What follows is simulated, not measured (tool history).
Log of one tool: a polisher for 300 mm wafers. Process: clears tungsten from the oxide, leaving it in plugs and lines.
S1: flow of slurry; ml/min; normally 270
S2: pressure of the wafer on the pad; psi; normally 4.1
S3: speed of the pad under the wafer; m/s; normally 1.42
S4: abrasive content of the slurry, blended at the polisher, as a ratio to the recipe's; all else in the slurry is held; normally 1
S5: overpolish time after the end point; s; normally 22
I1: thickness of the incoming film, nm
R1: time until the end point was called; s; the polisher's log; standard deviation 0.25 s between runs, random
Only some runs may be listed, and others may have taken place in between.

| run | hour | S1 | S2 | S3 | S4 | S5 | I1 | R1 |
|---|---|---|---|---|---|---|---|---|
| 1 | 0 | 225 | 4.1 | 1.42 | 1 | 22 | 250.6 | 31.6 |
| 2 | 32.5 | 270 | 4.1 | 1.42 | 1 | 22 | 249.7 | 32 |
| 3 | 48.5 | 270 | 4.1 | 1.42 | 1 | 22 | 249.8 | 32.4 |
|  | 73.4 | slurry blender recalibrated |
| 4 | 78.7 | 270 | 4.1 | 1.42 | 1 | 22 | 248.2 | 32.1 |
|  | 97.7 | worn pad replaced by a new one |
| 5 | 105 | 270 | 4.1 | 1.42 | 1 | 22 | 246.9 | 30.8 |
|  | 116 | slurry tank refilled with fresh slurry and peroxide |
| 6 | 126.4 | 270 | 4.1 | 1.26 | 0.8 | 22 | 253.7 | 38.2 |
| 7 | 146.3 | 270 | 4.1 | 1.26 | 0.8 | 22 | 250.4 | 37.9 |
| 8 | 165.3 | 270 | 4.1 | 1.26 | 0.8 | 22 | 249.2 | 38.5 |
| 9 | 189 | 270 | 4.1 | 1.42 | 1 | 22 | 253 | 34.5 |
|  | 202.5 | slurry nozzle cleaned |
| 10 | 205.4 | 270 | 3.5 | 1.42 | 1 | 22 | 247 | 34.1 |
|  | 227.8 | worn pad replaced by a new one |
|  | 228.7 | slurry blender recalibrated |
|  | 253 | slurry tank refilled with fresh slurry and peroxide |
|  | 263.1 | head pressure recalibrated |
| 11 | 290.9 | 270 | 3.5 | 1.42 | 1 | 22 | 251.6 | 34.4 |
| 12 | 303.4 | 270 | 3.5 | 1.42 | 1 | 22 | 249.7 | 34 |
|  | 351.9 | worn pad replaced by a new one |
|  | 352 | slurry blender recalibrated |
| 13 | 352.4 | 270 | 4.1 | 1.42 | 1 | 22 | 252.9 | 29.7 |
| 14 | 369.8 | 270 | 5.2 | 1.42 | 1.3 | 22 | 244.8 | 22.7 |
|  | 376.7 | slurry tank refilled with fresh slurry and peroxide |
| 15 | 401.2 | 270 | 4.1 | 1.42 | 0.85 | 22 | 253.7 | 33.2 |
| 16 | 413.5 | 295 | 4.1 | 1.42 | 1 | 22 | 249.3 | 30.3 |
| 17 | 435.7 | 270 | 4.1 | 1.42 | 1 | 22 | 251.4 | 31.6 |
|  | 456 | worn pad replaced by a new one |
| 18 | 456.5 | 180 | 4.6 | 1.42 | 1.15 | 22 | 249.9 | 27.4 |
| 19 | 478.7 | 200 | 4.1 | 1.42 | 0.9 | 22 | 248.6 | 33.1 |
|  | 501.6 | slurry blender recalibrated |
| 20 | 506 | 270 | 4.1 | 1.86 | 1 | 22 | 249.6 | 24.7 |
|  | 523.4 | slurry tank refilled with fresh slurry and peroxide |
| 21 | 532.5 | 215 | 5.4 | 1.42 | 1 | 22 | 249 | 26.6 |
| 22 | 549.1 | 270 | 3.3 | 1.42 | 1 | 22 | 251.6 | 36.8 |
| 23 | 569.3 | 270 | 4.1 | 1.42 | 1 | 22 | 250.3 | 32 |
|  | 574.8 | worn pad replaced by a new one |
| 24 | 599.6 | 270 | 4.1 | 1.42 | 1 | 22 | 246.9 | 30.4 |

Here are 5 independent what-if runs from the current tool condition. What would each one return?
| A | 600 | 270 | 4.1 | 1.1 | 1 | 22 | 246.1 | ? |
| B | 600 | 345 | 4.1 | 1.58 | 1 | 28 | 246.1 | ? |
| C | 600 | 270 | 4.1 | 1.74 | 1 | 9 | 246.1 | ? |
| D | 600 | 350 | 3.4 | 0.94 | 1.15 | 22 | 246.1 | ? |
| E | 600 | 355 | 4.1 | 1.26 | 0.9 | 22 | 246.1 | ? |

| run | R1 |
|---|---|
| A | 36.6 |
| B | 27.4 |
| C | 26.1 |
| D | 42.6 |
| E | 33.6 |
With the hidden condition removed and each run's random variation left untouched, the same runs would have given:
| run | R1 |
|---|---|
| A | 34 |
| B | 25.5 |
| C | 24.2 |
| D | 39.7 |
| E | 31.3 |

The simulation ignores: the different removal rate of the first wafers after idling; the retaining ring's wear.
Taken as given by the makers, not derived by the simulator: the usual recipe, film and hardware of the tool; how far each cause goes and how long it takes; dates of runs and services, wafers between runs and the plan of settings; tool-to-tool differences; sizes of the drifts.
